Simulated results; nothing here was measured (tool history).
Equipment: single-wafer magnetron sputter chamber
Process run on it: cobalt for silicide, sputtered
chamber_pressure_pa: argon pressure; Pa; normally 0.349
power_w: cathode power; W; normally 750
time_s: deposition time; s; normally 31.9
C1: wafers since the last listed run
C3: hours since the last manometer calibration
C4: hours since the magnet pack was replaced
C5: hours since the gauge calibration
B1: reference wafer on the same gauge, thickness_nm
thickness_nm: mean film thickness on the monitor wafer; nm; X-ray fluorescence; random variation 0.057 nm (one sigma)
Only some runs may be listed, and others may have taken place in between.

Run 1, hour 0.0: usual settings; C1 0; wafers on the sputter target 3573; C3 2136.5; C4 12804.8; C5 388.0; B1 13.109. Result: thickness_nm 12.543 nm.
At hour 25.9: sputter target and shields replaced.
Run 2, hour 26.4: usual settings; C1 297; wafers on the sputter target 8; C3 2162.9; C4 12831.2; C5 414.4; B1 13.080. Result: thickness_nm 12.880 nm.
At hour 54.6: magnet pack replaced.
Run 3, hour 55.1: usual settings but chamber_pressure_pa 0.267 Pa; C1 335; wafers on the sputter target 343; C3 2191.6; C4 0.5; C5 443.1; B1 13.081. Result: thickness_nm 13.206 nm.
Run 4, hour 64.7: usual settings but power_w 700 W; C1 155; wafers on the sputter target 498; C3 2201.2; C4 10.1; C5 452.7; B1 13.112. Result: thickness_nm 11.957 nm.
Run 5, hour 86.2: usual settings but chamber_pressure_pa 0.414 Pa; C1 348; wafers on the sputter target 846; C3 2222.7; C4 31.6; C5 474.2; B1 13.119. Result: thickness_nm 12.452 nm.
Run 6, hour 115.6: usual settings but chamber_pressure_pa 0.414 Pa; C1 476; wafers on the sputter target 1322; C3 2252.1; C4 61.0; C5 503.6; B1 13.090. Result: thickness_nm 12.464 nm.
Run 7, hour 130.7: usual settings but chamber_pressure_pa 0.414 Pa; C1 244; wafers on the sputter target 1567; C3 2267.2; C4 76.1; C5 518.7; B1 13.137. Result: thickness_nm 12.372 nm.
Run 8, hour 147.6: usual settings but power_w 650 W, time_s 30.1 s; C1 273; wafers on the sputter target 1840; C3 2284.1; C4 93.0; C5 535.6; B1 13.113. Result: thickness_nm 10.333 nm.
Run 9, hour 176.0: usual settings; C1 459; wafers on the sputter target 2300; C3 2312.5; C4 121.4; C5 564.0; B1 13.099. Result: thickness_nm 12.572 nm.
Run 10, hour 194.6: usual settings but time_s 34.1 s; C1 301; wafers on the sputter target 2601; C3 2331.1; C4 140.0; C5 582.6; B1 13.082. Result: thickness_nm 13.503 nm.
Run 11, hour 221.4: usual settings; C1 433; wafers on the sputter target 3035; C3 2357.9; C4 166.8; C5 609.4; B1 13.097. Result: thickness_nm 12.498 nm.
Run 12, hour 249.5: usual settings; C1 454; wafers on the sputter target 3490; C3 2386.0; C4 194.9; C5 637.5; B1 13.137. Result: thickness_nm 12.403 nm.
At hour 268.5: sputter target and shields replaced.
Run 13, hour 274.1: usual settings but chamber_pressure_pa 0.260 Pa, power_w 600 W, time_s 26.8 s; C1 268; wafers on the sputter target 89; C3 2410.6; C4 219.5; C5 662.1; B1 13.107. Result: thickness_nm 8.917 nm.
Run 14, hour 309.5: usual settings but chamber_pressure_pa 0.253 Pa, power_w 700 W; C1 573; wafers on the sputter target 663; C3 2446.0; C4 254.9; C5 697.5; B1 13.113. Result: thickness_nm 12.236 nm.
Run 15, hour 332.5: usual settings but chamber_pressure_pa 0.468 Pa, power_w 650 W; C1 372; wafers on the sputter target 1035; C3 2469.0; C4 277.9; C5 720.5; B1 13.075. Result: thickness_nm 10.645 nm.
Run 16, hour 365.4: usual settings but chamber_pressure_pa 0.221 Pa, power_w 650 W; C1 532; wafers on the sputter target 1568; C3 2501.9; C4 310.8; C5 753.4; B1 13.095. Result: thickness_nm 11.248 nm.
Run 17, hour 401.1: usual settings but chamber_pressure_pa 0.414 Pa; C1 578; wafers on the sputter target 2146; C3 2537.6; C4 346.5; C5 789.1; B1 13.107. Result: thickness_nm 12.344 nm.
At hour 458.0: gauge calibrated.
Run 18, hour 459.5: usual settings but power_w 650 W, time_s 26.9 s; C1 945; wafers on the sputter target 3091; C3 2596.0; C4 404.9; C5 1.5; B1 13.083. Result: thickness_nm 9.113 nm.
At hour 481.4: capacitance manometer re-zeroed and calibrated.
Run 19, hour 486.9: usual settings; C1 314; wafers on the sputter target 3405; C3 5.5; C4 432.3; C5 28.9; B1 13.075. Result: thickness_nm 12.437 nm.
Run 20, hour 521.0: usual settings but chamber_pressure_pa 0.432 Pa, power_w 800 W, time_s 36.5 s; C1 552; wafers on the sputter target 3957; C3 39.6; C4 466.4; C5 63.0; B1 13.111. Result: thickness_nm 14.879 nm.
Run 21, hour 551.6: usual settings but chamber_pressure_pa 0.387 Pa, power_w 800 W, time_s 29.3 s; C1 495; wafers on the sputter target 4453; C3 70.2; C4 497.0; C5 93.6; B1 13.091. Result: thickness_nm 12.110 nm.
At hour 580.1: sputter target and shields replaced.
Run 22, hour 584.9: usual settings but chamber_pressure_pa 0.281 Pa, power_w 900 W, time_s 38.2 s; C1 409; wafers on the sputter target 76; C3 103.5; C4 530.3; C5 126.9; B1 13.110. Result: thickness_nm 19.193 nm.
Run 23, hour 605.6: usual settings but chamber_pressure_pa 0.402 Pa; C1 335; wafers on the sputter target 412; C3 124.2; C4 551.0; C5 147.6; B1 13.083. Result: thickness_nm 12.619 nm.
Run 24, hour 630.6: usual settings but chamber_pressure_pa 0.283 Pa, power_w 850 W, time_s 26.1 s; C1 404; wafers on the sputter target 816; C3 149.2; C4 576.0; C5 172.6; B1 13.123. Result: thickness_nm 12.135 nm.
Run 25, hour 659.2: usual settings but chamber_pressure_pa 0.456 Pa, power_w 850 W, time_s 37.7 s; C1 463; wafers on the sputter target 1279; C3 177.8; C4 604.6; C5 201.2; B1 13.104. Result: thickness_nm 16.437 nm.
Run 26, hour 678.7: usual settings; C1 315; wafers on the sputter target 1595; C3 197.3; C4 624.1; C5 220.7; B1 13.098. Result: thickness_nm 12.708 nm.
Run 27, hour 695.6: usual settings but chamber_pressure_pa 0.299 Pa, power_w 900 W, time_s 29.4 s; C1 273; wafers on the sputter target 1869; C3 214.2; C4 641.0; C5 237.6; B1 13.091. Result: thickness_nm 14.184 nm.
Run 28, hour 713.6: usual settings but chamber_pressure_pa 0.438 Pa, power_w 600 W, time_s 26.9 s; C1 291; wafers on the sputter target 2160; C3 232.2; C4 659.0; C5 255.6; B1 13.127. Result: thickness_nm 8.349 nm.
Run 29, hour 741.7: usual settings but power_w 800 W, time_s 30.0 s; C1 454; wafers on the sputter target 2615; C3 260.3; C4 687.1; C5 283.7; B1 13.108. Result: thickness_nm 12.605 nm.
Run 30, hour 755.5: usual settings but chamber_pressure_pa 0.310 Pa; C1 223; wafers on the sputter target 2839; C3 274.1; C4 700.9; C5 297.5; B1 13.117. Result: thickness_nm 12.746 nm.
Run 31, hour 769.4: usual settings but chamber_pressure_pa 0.401 Pa, power_w 850 W, time_s 38.0 s; C1 225; wafers on the sputter target 3064; C3 288.0; C4 714.8; C5 311.4; B1 13.120. Result: thickness_nm 16.701 nm.
Run 32, hour 790.8: usual settings but chamber_pressure_pa 0.433 Pa, power_w 600 W, time_s 36.8 s; C1 346; wafers on the sputter target 3410; C3 309.4; C4 736.2; C5 332.8; B1 13.109. Result: thickness_nm 11.275 nm.
Run 33, hour 811.4: usual settings; C1 333; wafers on the sputter target 3744; C3 330.0; C4 756.8; C5 353.4; B1 13.106. Result: thickness_nm 12.576 nm.
At hour 823.9: sputter target and shields replaced.
Run 34, hour 842.2: usual settings but chamber_pressure_pa 0.294 Pa, power_w 600 W, time_s 37.1 s; C1 369; wafers on the sputter target 295; C3 360.8; C4 787.6; C5 384.2; B1 13.103. Result: thickness_nm 12.115 nm.

Alternative continuations, all from the tool just after run 34; predict every row:
Run A, hour 842.6: usual settings; C1 6; wafers on the sputter target 302; C3 361.2; C4 788.0; C5 384.6; B1 ?. Result: thickness_nm ?.
Run B, hour 842.6: usual settings but chamber_pressure_pa 0.473 Pa, time_s 37.9 s; C1 6; wafers on the sputter target 302; C3 361.2; C4 788.0; C5 384.6; B1 ?. Result: thickness_nm ?.
Run C, hour 842.6: usual settings but chamber_pressure_pa 0.396 Pa, power_w 850 W, time_s 25.9 s; C1 6; wafers on the sputter target 302; C3 361.2; C4 788.0; C5 384.6; B1 ?. Result: thickness_nm ?.
Run D, hour 842.6: usual settings but power_w 900 W, time_s 34.7 s; C1 6; wafers on the sputter target 302; C3 361.2; C4 788.0; C5 384.6; B1 ?. Result: thickness_nm ?.
Run E, hour 842.6: usual settings but chamber_pressure_pa 0.386 Pa, power_w 650 W, time_s 35.1 s; C1 6; wafers on the sputter target 302; C3 361.2; C4 788.0; C5 384.6; B1 ?. Result: thickness_nm ?.

run      B1  thickness_nm
  A  13.101        12.883
  B  13.101        14.794
  C  13.101        11.702
  D  13.101        16.817
  E  13.101        12.161
Without the tool's hidden state the same runs would have given:
run  thickness_nm
  A        12.998
  B        14.925
  C        11.806
  D        16.966
  E        12.269

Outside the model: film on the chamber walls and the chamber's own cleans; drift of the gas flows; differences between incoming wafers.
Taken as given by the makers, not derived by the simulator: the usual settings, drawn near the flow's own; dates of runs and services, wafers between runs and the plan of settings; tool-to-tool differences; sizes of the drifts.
